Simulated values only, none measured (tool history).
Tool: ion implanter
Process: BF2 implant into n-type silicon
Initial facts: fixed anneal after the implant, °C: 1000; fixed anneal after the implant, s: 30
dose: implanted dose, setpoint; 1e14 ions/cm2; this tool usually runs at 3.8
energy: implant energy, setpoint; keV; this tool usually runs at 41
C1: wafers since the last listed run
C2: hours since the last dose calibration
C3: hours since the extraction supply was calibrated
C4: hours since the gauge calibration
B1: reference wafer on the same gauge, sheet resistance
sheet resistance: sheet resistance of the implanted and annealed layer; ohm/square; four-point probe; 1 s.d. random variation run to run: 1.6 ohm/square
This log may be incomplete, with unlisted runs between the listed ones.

Run 1, hour 0: usual settings but energy 36 keV; C1 0; C2 511.2; C3 6596; C4 586.5; B1 278.76. Result: sheet resistance 291.64 ohm/square.
Run 2, hour 11.1: usual settings but energy 36 keV; C1 390; C2 522.3; C3 6607.1; C4 597.6; B1 278.88. Result: sheet resistance 289.28 ohm/square.
Run 3, hour 57: usual settings; C1 1616; C2 568.2; C3 6653; C4 643.5; B1 279.54. Result: sheet resistance 287.95 ohm/square.
Run 4, hour 109.9: usual settings but dose 3.56 1e14 ions/cm2, energy 32 keV; C1 1863; C2 621.1; C3 6705.9; C4 696.4; B1 279.36. Result: sheet resistance 312.95 ohm/square.
Run 5, hour 119.9: usual settings but dose 3.56 1e14 ions/cm2, energy 32 keV; C1 352; C2 631.1; C3 6715.9; C4 706.4; B1 278.57. Result: sheet resistance 317.74 ohm/square.
Run 6, hour 126.4: usual settings; C1 228; C2 637.6; C3 6722.4; C4 712.9; B1 279.03. Result: sheet resistance 292.92 ohm/square.
Run 7, hour 142.4: usual settings; C1 563; C2 653.6; C3 6738.4; C4 728.9; B1 278.78. Result: sheet resistance 293.82 ohm/square.
Run 8, hour 158.8: usual settings but energy 37.5 keV; C1 577; C2 670; C3 6754.8; C4 745.3; B1 278.65. Result: sheet resistance 296.5 ohm/square.
Run 9, hour 168.2: usual settings but energy 37.5 keV; C1 331; C2 679.4; C3 6764.2; C4 754.7; B1 279.01. Result: sheet resistance 299.61 ohm/square.
Run 10, hour 178.1: usual settings but dose 4.45 1e14 ions/cm2; C1 348; C2 689.3; C3 6774.1; C4 764.6; B1 278.86. Result: sheet resistance 255.68 ohm/square.
At hour 195.5: Faraday cup replaced and dose calibrated.
Run 11, hour 196: usual settings but dose 4.45 1e14 ions/cm2; C1 348; C2 0.5; C3 6792; C4 782.5; B1 279.35. Result: sheet resistance 241.84 ohm/square.
Run 12, hour 199.1: usual settings; C1 109; C2 3.6; C3 6795.1; C4 785.6; B1 278.37. Result: sheet resistance 277.07 ohm/square.
Run 13, hour 207.4: usual settings; C1 292; C2 11.9; C3 6803.4; C4 793.9; B1 278.91. Result: sheet resistance 277.44 ohm/square.
Run 14, hour 225.1: usual settings but dose 2.69 1e14 ions/cm2, energy 33 keV; C1 623; C2 29.6; C3 6821.1; C4 811.6; B1 279.17. Result: sheet resistance 381.31 ohm/square.
Run 15, hour 233.5: usual settings but dose 3.33 1e14 ions/cm2, energy 33.5 keV; C1 295; C2 38; C3 6829.5; C4 820; B1 279.21. Result: sheet resistance 316.17 ohm/square.
Run 16, hour 239.6: usual settings; C1 214; C2 44.1; C3 6835.6; C4 826.1; B1 279.28. Result: sheet resistance 275.73 ohm/square.
Run 17, hour 249.2: usual settings; C1 338; C2 53.7; C3 6845.2; C4 835.7; B1 279.25. Result: sheet resistance 277.41 ohm/square.
Run 18, hour 265.8: usual settings; C1 584; C2 70.3; C3 6861.8; C4 852.3; B1 279.65. Result: sheet resistance 276.26 ohm/square.
At hour 271.9: gauge calibrated.
Run 19, hour 280: usual settings; C1 500; C2 84.5; C3 6876; C4 8.1; B1 278.99. Result: sheet resistance 274.59 ohm/square.
At hour 319.1: extraction supply calibrated.
Run 20, hour 319.6: usual settings but dose 4.76 1e14 ions/cm2; C1 1112; C2 124.1; C3 0.5; C4 47.7; B1 279.51. Result: sheet resistance 227.13 ohm/square.
Run 21, hour 324.4: usual settings but energy 50 keV; C1 169; C2 128.9; C3 5.3; C4 52.5; B1 278.75. Result: sheet resistance 272.8 ohm/square.
Run 22, hour 331: usual settings but dose 2.95 1e14 ions/cm2; C1 232; C2 135.5; C3 11.9; C4 59.1; B1 279.47. Result: sheet resistance 347.05 ohm/square.
Run 23, hour 348.8: usual settings but dose 4.77 1e14 ions/cm2, energy 32.5 keV; C1 626; C2 153.3; C3 29.7; C4 76.9; B1 278.74. Result: sheet resistance 233.25 ohm/square.
Run 24, hour 355.8: usual settings; C1 246; C2 160.3; C3 36.7; C4 83.9; B1 278.82. Result: sheet resistance 276.76 ohm/square.
Run 25, hour 371.4: usual settings but dose 4.38 1e14 ions/cm2, energy 27.5 keV; C1 549; C2 175.9; C3 52.3; C4 99.5; B1 279.12. Result: sheet resistance 256.05 ohm/square.
Run 26, hour 387: usual settings but dose 4.92 1e14 ions/cm2; C1 549; C2 191.5; C3 67.9; C4 115.1; B1 278.63. Result: sheet resistance 221.86 ohm/square.
Run 27, hour 394.3: usual settings but dose 4.51 1e14 ions/cm2, energy 45 keV; C1 257; C2 198.8; C3 75.2; C4 122.4; B1 279.19. Result: sheet resistance 238.12 ohm/square.
Run 28, hour 403.3: usual settings; C1 316; C2 207.8; C3 84.2; C4 131.4; B1 278.42. Result: sheet resistance 280.92 ohm/square.
Run 29, hour 418.4: usual settings but dose 2.93 1e14 ions/cm2, energy 29.5 keV; C1 531; C2 222.9; C3 99.3; C4 146.5; B1 278.89. Result: sheet resistance 358.85 ohm/square.
Run 30, hour 431.7: usual settings but dose 2.78 1e14 ions/cm2, energy 33 keV; C1 468; C2 236.2; C3 112.6; C4 159.8; B1 278.7. Result: sheet resistance 367.33 ohm/square.
Run 31, hour 440.3: usual settings but dose 4.11 1e14 ions/cm2, energy 50.5 keV; C1 302; C2 244.8; C3 121.2; C4 168.4; B1 279.15. Result: sheet resistance 256.41 ohm/square.
Run 32, hour 453: usual settings but energy 36 keV; C1 447; C2 257.5; C3 133.9; C4 181.1; B1 279.01. Result: sheet resistance 282.85 ohm/square.
Run 33, hour 469.1: usual settings; C1 567; C2 273.6; C3 150; C4 197.2; B1 279.5. Result: sheet resistance 279.14 ohm/square.
Run 34, hour 502: usual settings; C1 1158; C2 306.5; C3 182.9; C4 230.1; B1 278.44. Result: sheet resistance 278.82 ohm/square.
Run 35, hour 512.4: usual settings but dose 3.41 1e14 ions/cm2, energy 32.5 keV; C1 366; C2 316.9; C3 193.3; C4 240.5; B1 279.13. Result: sheet resistance 312.58 ohm/square.
Run 36, hour 526.9: usual settings but dose 4.23 1e14 ions/cm2, energy 47 keV; C1 510; C2 331.4; C3 207.8; C4 255; B1 278.48. Result: sheet resistance 253.89 ohm/square.
Run 37, hour 533.5: usual settings but dose 4.22 1e14 ions/cm2, energy 46 keV; C1 232; C2 338; C3 214.4; C4 261.6; B1 279.64. Result: sheet resistance 251.57 ohm/square.
Run 38, hour 546.1: usual settings but dose 4.44 1e14 ions/cm2, energy 53 keV; C1 443; C2 350.6; C3 227; C4 274.2; B1 278.91. Result: sheet resistance 240.58 ohm/square.

Run by run, hidden condition taken away, random variation retained:
Hidden state at play: deviation of the true dose from the Faraday cup's reading, %; deviation of the true energy from its setpoint, %; gauge reads high (%).
run  sheet resistance
  1            282.26
  2             279.6
  3            276.57
  4            298.55
  5            302.66
  6             278.5
  7            278.65
  8            280.49
  9            282.99
 10            241.13
 11            243.81
 12            279.34
 13            279.71
 14            384.28
 15            318.68
 16            277.93
 17             279.6
 18            278.37
 19            276.62
 20            228.56
 21             274.5
 22            349.11
 23            234.45
 24            278.21
 25            257.14
 26            222.72
 27            238.98
 28            281.83
 29            359.71
 30            367.95
 31            256.74
 32            283.01
 33            279.02
 34            278.08
 35            311.54
 36            252.75
 37            250.31
 38            239.16

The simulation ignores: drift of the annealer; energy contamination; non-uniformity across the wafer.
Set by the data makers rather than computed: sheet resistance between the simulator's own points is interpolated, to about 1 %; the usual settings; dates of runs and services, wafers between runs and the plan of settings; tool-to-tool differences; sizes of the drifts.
